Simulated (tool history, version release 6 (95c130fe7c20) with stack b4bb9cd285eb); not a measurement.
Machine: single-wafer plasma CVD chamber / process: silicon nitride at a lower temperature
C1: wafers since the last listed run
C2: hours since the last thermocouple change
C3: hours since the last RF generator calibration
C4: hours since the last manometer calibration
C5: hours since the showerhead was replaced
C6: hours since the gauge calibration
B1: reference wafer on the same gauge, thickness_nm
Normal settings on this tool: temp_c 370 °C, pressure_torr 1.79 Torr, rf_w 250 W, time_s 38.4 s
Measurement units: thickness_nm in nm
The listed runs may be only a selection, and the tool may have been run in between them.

run 1 hour=0.0 | temp_c=370 pressure_torr=1.79 rf_w=250 time_s=38.4 | C1=0 C2=1181.5 C3=990.9 C4=2295.1 C5=5090.8 C6=119.9 | B1=40.504 | thickness_nm=42.177
run 2 hour=6.3 | temp_c=370 pressure_torr=1.79 rf_w=250 time_s=38.4 | C1=164 C2=1187.8 C3=997.2 C4=2301.4 C5=5097.1 C6=126.2 | B1=40.504 | thickness_nm=42.291
run 3 hour=21.1 | temp_c=370 pressure_torr=1.79 rf_w=250 time_s=38.4 | C1=386 C2=1202.6 C3=1012.0 C4=2316.2 C5=5111.9 C6=141.0 | B1=40.554 | thickness_nm=42.422
run 4 hour=38.4 | temp_c=370 pressure_torr=1.53 rf_w=250 time_s=38.4 | C1=451 C2=1219.9 C3=1029.3 C4=2333.5 C5=5129.2 C6=158.3 | B1=40.479 | thickness_nm=40.112
run 5 hour=52.5 | temp_c=376 pressure_torr=1.79 rf_w=250 time_s=38.4 | C1=367 C2=1234.0 C3=1043.4 C4=2347.6 C5=5143.3 C6=172.4 | B1=40.499 | thickness_nm=42.237
run 6 hour=60.9 | temp_c=370 pressure_torr=1.79 rf_w=250 time_s=38.4 | C1=219 C2=1242.4 C3=1051.8 C4=2356.0 C5=5151.7 C6=180.8 | B1=40.446 | thickness_nm=42.342
run 7 hour=76.4 | temp_c=370 pressure_torr=1.79 rf_w=250 time_s=38.4 | C1=404 C2=1257.9 C3=1067.3 C4=2371.5 C5=5167.2 C6=196.3 | B1=40.501 | thickness_nm=42.304
-- hour=94.0 showerhead replaced
run 8 hour=94.5 | temp_c=370 pressure_torr=1.79 rf_w=210 time_s=38.4 | C1=263 C2=1276.0 C3=1085.4 C4=2389.6 C5=0.5 C6=214.4 | B1=40.485 | thickness_nm=36.999
run 9 hour=101.3 | temp_c=370 pressure_torr=1.79 rf_w=210 time_s=38.4 | C1=177 C2=1282.8 C3=1092.2 C4=2396.4 C5=7.3 C6=221.2 | B1=40.523 | thickness_nm=36.880
run 10 hour=109.0 | temp_c=370 pressure_torr=1.79 rf_w=250 time_s=38.4 | C1=200 C2=1290.5 C3=1099.9 C4=2404.1 C5=15.0 C6=228.9 | B1=40.516 | thickness_nm=42.163
-- hour=113.6 gauge calibrated
run 11 hour=121.7 | temp_c=370 pressure_torr=1.79 rf_w=250 time_s=38.4 | C1=331 C2=1303.2 C3=1112.6 C4=2416.8 C5=27.7 C6=8.1 | B1=40.529 | thickness_nm=42.127
-- hour=136.5 capacitance manometer re-zeroed and calibrated
run 12 hour=137.0 | temp_c=365 pressure_torr=1.58 rf_w=280 time_s=36.2 | C1=190 C2=1318.5 C3=1127.9 C4=0.5 C5=43.0 C6=23.4 | B1=40.509 | thickness_nm=41.666
-- hour=148.3 RF generator calibrated
run 13 hour=152.7 | temp_c=375 pressure_torr=1.79 rf_w=295 time_s=38.4 | C1=200 C2=1334.2 C3=4.4 C4=16.2 C5=58.7 C6=39.1 | B1=40.501 | thickness_nm=50.326
run 14 hour=168.0 | temp_c=370 pressure_torr=1.79 rf_w=250 time_s=38.4 | C1=399 C2=1349.5 C3=19.7 C4=31.5 C5=74.0 C6=54.4 | B1=40.516 | thickness_nm=44.571
run 15 hour=175.7 | temp_c=370 pressure_torr=1.99 rf_w=250 time_s=34.3 | C1=200 C2=1357.2 C3=27.4 C4=39.2 C5=81.7 C6=62.1 | B1=40.521 | thickness_nm=41.098
-- hour=195.2 thermocouple changed; heater temperature recalibrated
run 16 hour=195.7 | temp_c=370 pressure_torr=1.79 rf_w=250 time_s=38.4 | C1=313 C2=0.5 C3=47.4 C4=59.2 C5=101.7 C6=82.1 | B1=40.495 | thickness_nm=44.422
run 17 hour=206.0 | temp_c=370 pressure_torr=1.63 rf_w=210 time_s=40.4 | C1=268 C2=10.8 C3=57.7 C4=69.5 C5=112.0 C6=92.4 | B1=40.468 | thickness_nm=39.763
run 18 hour=217.8 | temp_c=384 pressure_torr=1.97 rf_w=285 time_s=45.3 | C1=307 C2=22.6 C3=69.5 C4=81.3 C5=123.8 C6=104.2 | B1=40.515 | thickness_nm=58.715
run 19 hour=232.9 | temp_c=370 pressure_torr=1.79 rf_w=250 time_s=38.4 | C1=393 C2=37.7 C3=84.6 C4=96.4 C5=138.9 C6=119.3 | B1=40.485 | thickness_nm=44.102
run 20 hour=240.6 | temp_c=370 pressure_torr=1.79 rf_w=250 time_s=38.4 | C1=200 C2=45.4 C3=92.3 C4=104.1 C5=146.6 C6=127.0 | B1=40.456 | thickness_nm=44.029
run 21 hour=252.4 | temp_c=370 pressure_torr=2.07 rf_w=250 time_s=36.4 | C1=307 C2=57.2 C3=104.1 C4=115.9 C5=158.4 C6=138.8 | B1=40.477 | thickness_nm=43.722
run 22 hour=267.0 | temp_c=370 pressure_torr=1.79 rf_w=250 time_s=45.7 | C1=380 C2=71.8 C3=118.7 C4=130.5 C5=173.0 C6=153.4 | B1=40.501 | thickness_nm=52.281

4 ways to go on from here, each from the tool as it stands after run 22. What would each give?
run A hour=267.4 | temp_c=370 pressure_torr=1.79 rf_w=250 time_s=38.4 | C1=10 C2=72.2 C3=119.1 C4=130.9 C5=173.4 C6=153.8 | B1=? | thickness_nm=?
run B hour=267.4 | temp_c=378 pressure_torr=2.15 rf_w=250 time_s=38.4 | C1=10 C2=72.2 C3=119.1 C4=130.9 C5=173.4 C6=153.8 | B1=? | thickness_nm=?
run C hour=267.4 | temp_c=370 pressure_torr=1.79 rf_w=250 time_s=41.0 | C1=10 C2=72.2 C3=119.1 C4=130.9 C5=173.4 C6=153.8 | B1=? | thickness_nm=?
run D hour=267.4 | temp_c=370 pressure_torr=1.79 rf_w=265 time_s=35.3 | C1=10 C2=72.2 C3=119.1 C4=130.9 C5=173.4 C6=153.8 | B1=? | thickness_nm=?

run=A B1=40.516 thickness_nm=43.750
run=B B1=40.516 thickness_nm=46.119
run=C B1=40.516 thickness_nm=46.706
run=D B1=40.516 thickness_nm=41.959
Without the tool's unlogged condition, the same runs would have read:
run=A thickness_nm=44.935
run=B thickness_nm=47.368
run=C thickness_nm=47.971
run=D thickness_nm=43.096
